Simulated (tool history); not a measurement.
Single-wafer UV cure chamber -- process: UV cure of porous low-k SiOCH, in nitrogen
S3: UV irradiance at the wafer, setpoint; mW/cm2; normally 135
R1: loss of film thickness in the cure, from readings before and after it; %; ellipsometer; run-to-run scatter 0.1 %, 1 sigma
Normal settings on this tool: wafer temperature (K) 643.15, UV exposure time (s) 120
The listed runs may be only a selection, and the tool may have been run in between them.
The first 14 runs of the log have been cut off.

At hour 440.1: UV bulbs replaced.
Run 15, hour 446.6: usual settings but S3 123 mW/cm2. Result: R1 10.966 %.
Run 16, hour 506.5: usual settings but S3 123 mW/cm2. Result: R1 11.078 %.
Run 17, hour 522.2: usual settings but wafer temperature (K) 649.15, UV exposure time (s) 180, S3 156 mW/cm2. Result: R1 14.450 %.
Run 18, hour 534.3: usual settings but UV exposure time (s) 75, S3 117 mW/cm2. Result: R1 8.553 %.
Run 19, hour 561.7: usual settings. Result: R1 11.584 %.
At hour 576.8: quartz window cleaned.
Run 20, hour 586.3: usual settings. Result: R1 11.596 %.
Run 21, hour 607.6: usual settings but wafer temperature (K) 659.15, UV exposure time (s) 150, S3 169 mW/cm2. Result: R1 13.833 %.
Run 22, hour 626.1: usual settings but S3 146 mW/cm2. Result: R1 11.901 %.
Run 23, hour 655.0: usual settings but wafer temperature (K) 649.15, UV exposure time (s) 50. Result: R1 7.381 %.
Run 24, hour 688.4: usual settings but S3 171 mW/cm2. Result: R1 12.568 %.
Run 25, hour 715.0: usual settings but UV exposure time (s) 160, S3 102 mW/cm2. Result: R1 11.416 %.
Run 26, hour 729.7: usual settings but wafer temperature (K) 659.15, UV exposure time (s) 145, S3 107 mW/cm2. Result: R1 11.529 %.
Run 27, hour 761.8: usual settings. Result: R1 11.376 %.
Run 28, hour 775.6: usual settings. Result: R1 11.451 %.
Run 29, hour 799.7: usual settings but wafer temperature (K) 654.15, UV exposure time (s) 85, S3 100 mW/cm2. Result: R1 8.521 %.
Run 30, hour 815.8: usual settings but wafer temperature (K) 638.15, S3 157 mW/cm2. Result: R1 12.079 %.
Run 31, hour 849.8: usual settings but S3 108 mW/cm2. Result: R1 10.218 %.
Run 32, hour 865.9: usual settings but S3 115 mW/cm2. Result: R1 10.499 %.
Run 33, hour 888.1: usual settings but wafer temperature (K) 626.15, UV exposure time (s) 55, S3 96 mW/cm2. Result: R1 5.973 %.

Predict each of these 4 candidate next runs independently; none follows another, all start after run 33:
Run A, hour 888.6: usual settings. Result: R1 ?.
Run B, hour 888.6: usual settings but wafer temperature (K) 624.15, UV exposure time (s) 155. Result: R1 ?.
Run C, hour 888.6: usual settings but wafer temperature (K) 626.15, UV exposure time (s) 50, S3 102 mW/cm2. Result: R1 ?.
Run D, hour 888.6: usual settings but S3 97 mW/cm2. Result: R1 ?.

run      R1
  A  11.340
  B  12.187
  C   5.771
  D   9.759
What these runs would have given with no unlogged condition in the tool:
run      R1
  A  11.340
  B  12.187
  C   5.771
  D   9.759
